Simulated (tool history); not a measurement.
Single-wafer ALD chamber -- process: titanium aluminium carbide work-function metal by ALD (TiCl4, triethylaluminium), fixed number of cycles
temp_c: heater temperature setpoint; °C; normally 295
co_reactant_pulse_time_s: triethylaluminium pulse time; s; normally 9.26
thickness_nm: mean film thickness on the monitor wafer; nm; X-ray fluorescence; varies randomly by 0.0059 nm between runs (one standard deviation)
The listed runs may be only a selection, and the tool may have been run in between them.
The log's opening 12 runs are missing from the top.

run,hour,temp_c,co_reactant_pulse_time_s,wafers since the last listed run,hours since the last thermocouple change,hours since the last triethylaluminium bottle change,hours since the showerhead was replaced,hours since the gauge calibration,"read-back reference wafer on the same gauge, thickness_nm",thickness_nm
13,805.9,289,9.26,978,589.8,392.4,5596.1,427.9,1.6,1.767
14,879.1,310,7.11,1129,663,465.6,5669.3,501.1,1.599,1.853
15,929.6,299,10.26,779,713.5,516.1,5719.8,551.6,1.599,1.883
16,1035,295,9.26,1626,818.9,621.5,5825.2,657,1.599,1.819
17,1125,306,10.34,1388,908.9,711.5,5915.2,747,1.601,1.958
18,1202.3,299,9.26,1192,986.2,788.8,5992.5,824.3,1.602,1.857
19,1250.3,281,11.6,740,1034.2,836.8,6040.5,872.3,1.599,1.733
# hour 1301.7: triethylaluminium bottle replaced
20,1346.3,308,11.95,1357,1130.2,44.6,6136.5,968.3,1.599,2.031
21,1411.8,295,9.26,1010,1195.7,110.1,6202,1033.8,1.601,1.844
22,1467.2,304,7.59,854,1251.1,165.5,6257.4,1089.2,1.6,1.859
23,1525.8,307,9.26,904,1309.7,224.1,6316,1147.8,1.601,1.941
24,1579.6,303,6.38,830,1363.5,277.9,6369.8,1201.6,1.6,1.757
# hour 1618.6: showerhead replaced
25,1639.3,281,8.1,797,1423.2,337.6,20.7,1261.3,1.599,1.652
26,1687.5,295,9.26,743,1471.4,385.8,68.9,1309.5,1.601,1.822
27,1778.5,295,9.26,1404,1562.4,476.8,159.9,1400.5,1.602,1.811
# hour 1814.3: gauge calibrated
28,1923.3,295,9.26,2234,1707.2,621.6,304.7,109,1.599,1.812
29,1972.3,286,7.54,756,1756.2,670.6,353.7,158,1.599,1.653
30,2024.7,284,12.27,808,1808.6,723,406.1,210.4,1.6,1.778

Forecast run 31:
# hour 2070.2: triethylaluminium bottle replaced
31,2111.3,295,9.26,1212,1895.2,41.1,492.7,297,?,?

Logged for run 31: read-back reference wafer on the same gauge, thickness_nm 1.601, thickness_nm 1.854 nm.
Minus the tool's unlogged condition, the same run would have read thickness_nm 1.864 nm.
